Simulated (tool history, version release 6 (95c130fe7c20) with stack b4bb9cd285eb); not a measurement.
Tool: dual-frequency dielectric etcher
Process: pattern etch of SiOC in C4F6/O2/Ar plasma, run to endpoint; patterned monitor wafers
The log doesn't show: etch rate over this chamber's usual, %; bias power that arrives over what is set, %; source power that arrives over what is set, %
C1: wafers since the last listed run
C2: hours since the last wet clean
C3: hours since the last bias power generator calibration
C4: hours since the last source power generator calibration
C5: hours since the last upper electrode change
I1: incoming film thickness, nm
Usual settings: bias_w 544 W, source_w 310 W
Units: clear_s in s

run 1 hour=0.0 | bias_w=544 source_w=310 | C1=0 C2=62.8 C3=4827.7 C4=3984.9 C5=2814.3 | I1=33.08 | clear_s=12.6
run 2 hour=6.0 | bias_w=544 source_w=310 | C1=93 C2=68.8 C3=4833.7 C4=3990.9 C5=2820.3 | I1=33.19 | clear_s=12.6
run 3 hour=20.9 | bias_w=544 source_w=310 | C1=232 C2=83.7 C3=4848.6 C4=4005.8 C5=2835.2 | I1=33.49 | clear_s=12.8
run 4 hour=35.6 | bias_w=621 source_w=330 | C1=229 C2=98.4 C3=4863.3 C4=4020.5 C5=2849.9 | I1=32.86 | clear_s=11.3
run 5 hour=50.5 | bias_w=621 source_w=330 | C1=232 C2=113.3 C3=4878.2 C4=4035.4 C5=2864.8 | I1=32.91 | clear_s=11.5
run 6 hour=65.8 | bias_w=621 source_w=330 | C1=239 C2=128.6 C3=4893.5 C4=4050.7 C5=2880.1 | I1=33.21 | clear_s=11.5
run 7 hour=82.8 | bias_w=544 source_w=310 | C1=265 C2=145.6 C3=4910.5 C4=4067.7 C5=2897.1 | I1=33.14 | clear_s=12.4
run 8 hour=90.1 | bias_w=544 source_w=310 | C1=114 C2=152.9 C3=4917.8 C4=4075.0 C5=2904.4 | I1=33.29 | clear_s=12.5
run 9 hour=105.6 | bias_w=544 source_w=310 | C1=242 C2=168.4 C3=4933.3 C4=4090.5 C5=2919.9 | I1=33.24 | clear_s=12.4
run 10 hour=120.0 | bias_w=544 source_w=310 | C1=225 C2=182.8 C3=4947.7 C4=4104.9 C5=2934.3 | I1=33.43 | clear_s=12.6
-- hour=131.8 bias power generator calibrated
run 11 hour=134.2 | bias_w=544 source_w=310 | C1=159 C2=197.0 C3=2.4 C4=4119.1 C5=2948.5 | I1=33.40 | clear_s=12.5
run 12 hour=151.0 | bias_w=544 source_w=310 | C1=262 C2=213.8 C3=19.2 C4=4135.9 C5=2965.3 | I1=33.15 | clear_s=12.4
-- hour=170.9 source power generator calibrated
run 13 hour=171.4 | bias_w=544 source_w=310 | C1=256 C2=234.2 C3=39.6 C4=0.5 C5=2985.7 | I1=32.98 | clear_s=12.3
run 14 hour=186.0 | bias_w=544 source_w=310 | C1=228 C2=248.8 C3=54.2 C4=15.1 C5=3000.3 | I1=33.28 | clear_s=12.5
run 15 hour=193.3 | bias_w=544 source_w=310 | C1=114 C2=256.1 C3=61.5 C4=22.4 C5=3007.6 | I1=32.84 | clear_s=12.1
run 16 hour=200.9 | bias_w=544 source_w=310 | C1=118 C2=263.7 C3=69.1 C4=30.0 C5=3015.2 | I1=33.17 | clear_s=12.3
run 17 hour=213.8 | bias_w=544 source_w=310 | C1=201 C2=276.6 C3=82.0 C4=42.9 C5=3028.1 | I1=32.93 | clear_s=12.3
-- hour=240.4 wet clean of the chamber
run 18 hour=257.9 | bias_w=544 source_w=310 | C1=314 C2=17.5 C3=126.1 C4=87.0 C5=3072.2 | I1=33.44 | clear_s=12.8
-- hour=304.3 upper electrode replaced, of another model than before
run 19 hour=310.5 | bias_w=413 source_w=310 | C1=447 C2=70.1 C3=178.7 C4=139.6 C5=6.2 | I1=33.26 | clear_s=13.6
run 20 hour=327.1 | bias_w=661 source_w=230 | C1=259 C2=86.7 C3=195.3 C4=156.2 C5=22.8 | I1=33.39 | clear_s=20.0
run 21 hour=337.7 | bias_w=411 source_w=240 | C1=165 C2=97.3 C3=205.9 C4=166.8 C5=33.4 | I1=33.12 | clear_s=19.7

Forecast run 22:
run 22 hour=351.4 | bias_w=598 source_w=310 | C1=214 C2=111.0 C3=219.6 C4=180.5 C5=47.1 | I1=32.96 | clear_s=?

clear_s: 12.0 s
Without the tool's hidden state the same run would have given clear_s 12.2 s.
